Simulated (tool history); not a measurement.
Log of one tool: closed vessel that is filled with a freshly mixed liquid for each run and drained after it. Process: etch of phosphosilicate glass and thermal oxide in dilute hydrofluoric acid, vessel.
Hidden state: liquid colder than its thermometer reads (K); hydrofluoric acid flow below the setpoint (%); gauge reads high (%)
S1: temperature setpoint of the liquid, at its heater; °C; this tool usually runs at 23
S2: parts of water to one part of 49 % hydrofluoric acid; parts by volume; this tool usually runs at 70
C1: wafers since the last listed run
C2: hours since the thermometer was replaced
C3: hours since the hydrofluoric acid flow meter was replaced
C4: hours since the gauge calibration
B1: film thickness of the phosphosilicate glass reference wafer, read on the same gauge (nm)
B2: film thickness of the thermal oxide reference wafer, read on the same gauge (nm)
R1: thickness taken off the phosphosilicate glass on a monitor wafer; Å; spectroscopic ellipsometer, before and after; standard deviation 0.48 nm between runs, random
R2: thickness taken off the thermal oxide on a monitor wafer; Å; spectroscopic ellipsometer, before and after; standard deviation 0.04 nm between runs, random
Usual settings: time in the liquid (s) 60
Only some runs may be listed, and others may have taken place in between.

run 1 hour=0 | S1=23 S2=70 time_in_the_liquid_(s)=60 | C1=0 C2=1026.5 C3=1832.6 C4=69.1 | B1=110 B2=130.017 | R1=1244.1 R2=35.7
run 2 hour=51.9 | S1=23 S2=70 time_in_the_liquid_(s)=60 | C1=3973 C2=1078.4 C3=1884.5 C4=121 | B1=109.98 B2=130.001 | R1=1237.2 R2=35.86
run 3 hour=123.7 | S1=23 S2=70 time_in_the_liquid_(s)=60 | C1=5496 C2=1150.2 C3=1956.3 C4=192.8 | B1=110.02 B2=129.968 | R1=1231.4 R2=35.65
run 4 hour=180.3 | S1=23 S2=70 time_in_the_liquid_(s)=35 | C1=4333 C2=1206.8 C3=2012.9 C4=249.4 | B1=109.96 B2=129.997 | R1=712.7 R2=20.64
run 5 hour=247.6 | S1=23 S2=70 time_in_the_liquid_(s)=35 | C1=5152 C2=1274.1 C3=2080.2 C4=316.7 | B1=110.02 B2=129.998 | R1=717.6 R2=20.92
run 6 hour=302 | S1=23 S2=70 time_in_the_liquid_(s)=35 | C1=4164 C2=1328.5 C3=2134.6 C4=371.1 | B1=110.02 B2=130.036 | R1=714.4 R2=20.83
run 7 hour=369.8 | S1=19.5 S2=70 time_in_the_liquid_(s)=60 | C1=5190 C2=1396.3 C3=2202.4 C4=438.9 | B1=110.04 B2=129.962 | R1=1048.1 R2=30.25
run 8 hour=420.9 | S1=19.5 S2=70 time_in_the_liquid_(s)=60 | C1=3912 C2=1447.4 C3=2253.5 C4=490 | B1=109.93 B2=130.022 | R1=1043.9 R2=30.71
run 9 hour=481.8 | S1=23 S2=70 time_in_the_liquid_(s)=60 | C1=4662 C2=1508.3 C3=2314.4 C4=550.9 | B1=110.03 B2=130.003 | R1=1208.6 R2=35.35
run 10 hour=596.6 | S1=23 S2=70 time_in_the_liquid_(s)=60 | C1=8788 C2=1623.1 C3=2429.2 C4=665.7 | B1=110 B2=130.017 | R1=1203.5 R2=34.93
run 11 hour=648.1 | S1=23 S2=70 time_in_the_liquid_(s)=60 | C1=3942 C2=1674.6 C3=2480.7 C4=717.2 | B1=110.05 B2=130.014 | R1=1198.3 R2=34.46
-- hour=679 hydrofluoric acid flow meter replaced
run 12 hour=701.9 | S1=23 S2=95 time_in_the_liquid_(s)=60 | C1=4042 C2=1728.4 C3=22.9 C4=771 | B1=110.03 B2=130.014 | R1=913.3 R2=26.92
run 13 hour=764.9 | S1=20 S2=70 time_in_the_liquid_(s)=60 | C1=4823 C2=1791.4 C3=85.9 C4=834 | B1=109.99 B2=130 | R1=1116.1 R2=32.78
-- hour=799.2 thermometer replaced
run 14 hour=830.8 | S1=23 S2=100 time_in_the_liquid_(s)=60 | C1=4968 C2=31.6 C3=151.8 C4=899.9 | B1=109.97 B2=129.998 | R1=911.3 R2=26.65
run 15 hour=893.6 | S1=25.5 S2=60 time_in_the_liquid_(s)=60 | C1=4807 C2=94.4 C3=214.6 C4=962.7 | B1=110.04 B2=130.004 | R1=1773 R2=51.03
run 16 hour=928.8 | S1=21 S2=105 time_in_the_liquid_(s)=50 | C1=2694 C2=129.6 C3=249.8 C4=997.9 | B1=110 B2=129.986 | R1=657.9 R2=19.09
-- hour=941.3 gauge calibrated
run 17 hour=995.6 | S1=27.5 S2=60 time_in_the_liquid_(s)=90 | C1=5114 C2=196.4 C3=316.6 C4=54.3 | B1=110.01 B2=130.02 | R1=2853.1 R2=82.77
run 18 hour=1044.9 | S1=23 S2=70 time_in_the_liquid_(s)=70 | C1=3774 C2=245.7 C3=365.9 C4=103.6 | B1=110.01 B2=130.03 | R1=1549.6 R2=45.06
run 19 hour=1072 | S1=23 S2=70 time_in_the_liquid_(s)=60 | C1=2074 C2=272.8 C3=393 C4=130.7 | B1=110.02 B2=130.007 | R1=1319.9 R2=38.04
run 20 hour=1118.3 | S1=23 S2=70 time_in_the_liquid_(s)=60 | C1=3544 C2=319.1 C3=439.3 C4=177 | B1=109.99 B2=129.993 | R1=1330.1 R2=38.8
run 21 hour=1178.1 | S1=20.5 S2=50 time_in_the_liquid_(s)=60 | C1=4578 C2=378.9 C3=499.1 C4=236.8 | B1=110.05 B2=129.994 | R1=1712.7 R2=49.08
run 22 hour=1240.2 | S1=23 S2=70 time_in_the_liquid_(s)=80 | C1=4754 C2=441 C3=561.2 C4=298.9 | B1=110.01 B2=129.997 | R1=1755.3 R2=50.97
run 23 hour=1276.3 | S1=27.5 S2=70 time_in_the_liquid_(s)=35 | C1=2763 C2=477.1 C3=597.3 C4=335 | B1=109.99 B2=130.003 | R1=925.5 R2=26.79
run 24 hour=1311.5 | S1=23 S2=70 time_in_the_liquid_(s)=35 | C1=2694 C2=512.3 C3=632.5 C4=370.2 | B1=110.01 B2=130.002 | R1=767 R2=22.3
run 25 hour=1365.6 | S1=25.5 S2=55 time_in_the_liquid_(s)=80 | C1=4141 C2=566.4 C3=686.6 C4=424.3 | B1=109.99 B2=130.001 | R1=2506.4 R2=74.2
run 26 hour=1405.1 | S1=23 S2=70 time_in_the_liquid_(s)=60 | C1=3024 C2=605.9 C3=726.1 C4=463.8 | B1=109.97 B2=129.997 | R1=1307.9 R2=38.07

Here are 3 independent what-if runs from the current tool condition. What would each one return?
run A hour=1405.8 | S1=23 S2=70 time_in_the_liquid_(s)=60 | C1=53 C2=606.6 C3=726.8 C4=464.5 | B1=? B2=? | R1=? R2=?
run B hour=1405.8 | S1=25.5 S2=85 time_in_the_liquid_(s)=50 | C1=53 C2=606.6 C3=726.8 C4=464.5 | B1=? B2=? | R1=? R2=?
run C hour=1405.8 | S1=20 S2=90 time_in_the_liquid_(s)=85 | C1=53 C2=606.6 C3=726.8 C4=464.5 | B1=? B2=? | R1=? R2=?

run=A B1=110 B2=130.021 R1=1302.5 R2=37.78
run=B B1=110 B2=130.021 R1=969.8 R2=28.13
run=C B1=110 B2=130.021 R1=1238.1 R2=35.91
With the hidden condition removed and each run's random variation left untouched, the same runs would have given:
run=A R1=1357.8 R2=39.38
run=B R1=1010.8 R2=29.32
run=C R1=1291.4 R2=37.46
